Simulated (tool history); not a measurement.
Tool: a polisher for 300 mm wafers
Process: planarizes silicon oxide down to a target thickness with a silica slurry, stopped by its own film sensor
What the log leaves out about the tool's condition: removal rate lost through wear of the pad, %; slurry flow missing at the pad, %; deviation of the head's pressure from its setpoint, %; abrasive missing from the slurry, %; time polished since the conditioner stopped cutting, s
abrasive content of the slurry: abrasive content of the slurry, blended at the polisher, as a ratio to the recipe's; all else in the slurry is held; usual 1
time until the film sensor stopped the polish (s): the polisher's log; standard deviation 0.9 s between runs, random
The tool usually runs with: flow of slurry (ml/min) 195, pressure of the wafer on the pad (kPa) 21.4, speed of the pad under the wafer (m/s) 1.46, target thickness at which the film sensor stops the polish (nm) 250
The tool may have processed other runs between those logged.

run   hour  flow of slurry (ml/min)  pressure of the wafer on the pad (kPa)  speed of the pad under the wafer (m/s)  abrasive content of the slurry  target thickness at which the film sensor stops the polish (nm)  wafers since the last listed run  wafers polished on this pad  hours since the slurry nozzle was cleaned  hours since the head pressure was calibrated  hours since the slurry blender was calibrated  hours since the conditioning disc was replaced  incoming thickness of the incoming film, nm  time until the film sensor stopped the polish (s)
  1      0                      195                                    21.4                                    1.46                               1                                                              250                                 0                         1129                                      459.8                                           0.6                                          303.5                                            19.8                                        584.6                                              111.9
         8  -- worn pad replaced by a new one
  2   13.4                      195                                    21.4                                    1.46                               1                                                              250                               101                           58                                      473.2                                            14                                          316.9                                            33.2                                        577.7                                              112.1
  3   23.3                      195                                    21.4                                    1.46                               1                                                              250                               106                          164                                      483.1                                          23.9                                          326.8                                            43.1                                          574                                              110.2
  4     36                      195                                    21.4                                    1.46                               1                                                              250                               136                          301                                      495.8                                          36.6                                          339.5                                            55.8                                        579.3                                              112.7
  5   49.6                      195                                    21.4                                    1.46                               1                                                              250                               146                          448                                      509.4                                          50.2                                          353.1                                            69.4                                        586.9                                              117.4
  6   63.7                      195                                    21.4                                    1.92                               1                                                              176                               151                          600                                      523.5                                          64.3                                          367.2                                            83.5                                          586                                              114.5
  7   74.3                      195                                    21.4                                    1.46                               1                                                              155                               114                          714                                      534.1                                          74.9                                          377.8                                            94.1                                        590.3                                              150.2
  8   81.9                      195                                    21.4                                    1.46                               1                                                              250                                81                          796                                      541.7                                          82.5                                          385.4                                           101.7                                        570.5                                              110.7
      89.2  -- slurry blender recalibrated
  9   99.3                      195                                    15.2                                    1.66                            1.25                                                              168                               165                          962                                      559.1                                          99.9                                           10.1                                           119.1                                          573                                              159.7
       103  -- conditioning disc replaced and pad reconditioned
 10  105.7                      195                                    21.4                                    1.46                               1                                                              250                                47                         1009                                      565.5                                         106.3                                           16.5                                             2.7                                        579.5                                                114
     111.6  -- worn pad replaced by a new one
 11  120.6                      195                                    19.3                                    1.46                            0.75                                                              250                               117                           96                                      580.4                                         121.2                                           31.4                                            17.6                                        575.1                                                142
 12  136.5                      245                                    19.3                                    1.86                             1.1                                                              250                               171                          268                                      596.3                                         137.1                                           47.3                                            33.5                                        581.7                                              100.4
 13  143.6                      245                                    21.4                                    1.46                             1.1                                                              250                                76                          344                                      603.4                                         144.2                                           54.4                                            40.6                                        575.6                                              106.8
 14  150.5                      195                                    21.4                                    1.46                               1                                                              250                                74                          419                                      610.3                                         151.1                                           61.3                                            47.5                                        571.9                                              112.4
 15  163.2                      255                                    21.4                                    1.46                               1                                                              250                               136                          555                                        623                                         163.8                                             74                                            60.2                                        589.6                                                115
     171.3  -- slurry nozzle cleaned
 16  177.2                      195                                    21.4                                    1.46                               1                                                              250                               140                          695                                        5.9                                         177.8                                             88                                            74.2                                        576.6                                              114.7
 17  191.1                      195                                    21.4                                    1.46                               1                                                              250                               149                          845                                       19.8                                         191.7                                          101.9                                            88.1                                        582.5                                              117.6
 18  203.1                      140                                    18.6                                    1.46                               1                                                              250                               129                          974                                       31.8                                         203.7                                          113.9                                           100.1                                        572.2                                              132.9
 19  213.5                      135                                    17.2                                    1.82                            1.15                                                              250                               112                         1087                                       42.2                                         214.1                                          124.3                                           110.5                                        567.4                                              114.7
       223  -- worn pad replaced by a new one
 20  226.3                      165                                    21.4                                    0.94                               1                                                              250                                94                           35                                         55                                         226.9                                          137.1                                           123.3                                        578.2                                              168.1
 21  236.3                      195                                    21.4                                    1.46                               1                                                              250                               107                          143                                         65                                         236.9                                          147.1                                           133.3                                        586.5                                              119.4
     244.9  -- conditioning disc replaced and pad reconditioned
 22  245.4                      195                                    21.4                                    1.46                               1                                                              250                                76                          219                                       74.1                                           246                                          156.2                                             0.5                                        590.6                                              121.1
 23  259.8                      165                                    21.4                                    1.46                            1.15                                                              250                               155                          375                                       88.5                                         260.4                                          170.6                                            14.9                                          592                                              117.7
 24  272.1                      195                                    21.4                                    1.32                               1                                                              250                               132                          507                                      100.8                                         272.7                                          182.9                                            27.2                                          580                                              128.7
 25  279.5                      130                                    15.2                                    1.92                               1                                                              328                                79                          587                                      108.2                                         280.1                                          190.3                                            34.6                                          587                                              104.3

Each row is a separate what-if for the run after 25, all from the same tool condition, not one after another. Results?
  A   280                      195                                    21.4                                    1.46                               1                                                              250                                 5                          592                                      108.7                                         280.6                                          190.8                                            35.1                                        567.4                                                  ?
  B   280                      195                                    21.4                                    0.96                            1.15                                                              206                                 5                          592                                      108.7                                         280.6                                          190.8                                            35.1                                        567.4                                                  ?
  C   280                      195                                    21.4                                    1.78                             1.1                                                              250                                 5                          592                                      108.7                                         280.6                                          190.8                                            35.1                                        567.4                                                  ?
  D   280                      175                                    21.4                                    1.46                             0.9                                                              170                                 5                          592                                      108.7                                         280.6                                          190.8                                            35.1                                        567.4                                                  ?

run  time until the film sensor stopped the polish (s)
  A                                              112.4
  B                                              169.5
  C                                               92.4
  D                                              148.6
With the hidden condition removed and each run's random variation left untouched, the same runs would have given:
run  time until the film sensor stopped the polish (s)
  A                                              106.3
  B                                              160.3
  C                                               87.4
  D                                              140.5

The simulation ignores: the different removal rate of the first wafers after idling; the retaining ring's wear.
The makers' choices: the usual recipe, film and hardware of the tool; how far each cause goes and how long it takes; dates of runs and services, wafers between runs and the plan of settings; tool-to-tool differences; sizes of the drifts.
